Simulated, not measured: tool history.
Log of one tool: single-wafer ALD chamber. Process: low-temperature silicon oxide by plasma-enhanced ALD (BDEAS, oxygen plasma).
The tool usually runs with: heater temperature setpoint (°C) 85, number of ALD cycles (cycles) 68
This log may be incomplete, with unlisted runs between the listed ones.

run,hour,heater temperature setpoint (°C),number of ALD cycles (cycles),"read-back reference wafer on the same gauge, thickness_nm",mean film thickness on the monitor wafer (Å)
1,0,85,68,9.042,106.19
2,14.2,93,60,9.039,91.12
3,20.2,76,68,9.047,109.23
4,30.2,76,68,9.035,109.52
5,46,85,68,9.034,106
6,53.8,85,78,9.027,121.74
7,62.3,85,68,9.028,106.14
8,71.2,85,68,9.024,106.29
9,81.8,85,68,9.01,105.86
# hour 126.5: thermocouple changed; heater temperature recalibrated
10,135.3,85,62,8.998,96.3
11,153.1,85,68,8.995,105.95
# hour 157.5: gauge calibrated
12,191.8,95,76,9.087,114.86
13,199.5,85,68,9.093,106.59
14,209.1,99,58,9.098,87.07
15,218.3,93,60,9.091,91.62
16,235.8,93,60,9.079,91.59
17,248.1,72,77,9.076,126.95
18,259.6,89,64,9.061,98.91
19,276.2,85,61,9.063,95.45
20,288,85,75,9.051,117.65
21,294.3,85,68,9.052,106.57
22,306.8,85,79,9.052,123.68

Per-run results on a tool with no hidden state, each run keeping its own random variation:
The tool's hidden condition here consists of: wafer temperature above the value expected at the setpoint (K); gauge reads high (%).
run,mean film thickness on the monitor wafer (Å)
1,106.81
2,91.7
3,109.95
4,110.29
5,106.81
6,122.71
7,107.02
8,107.21
9,106.82
10,97.39
11,107.22
12,114.93
13,106.69
14,87.18
15,91.78
16,91.81
17,127.31
18,99.25
19,95.83
20,118.18
21,107.08
22,124.33
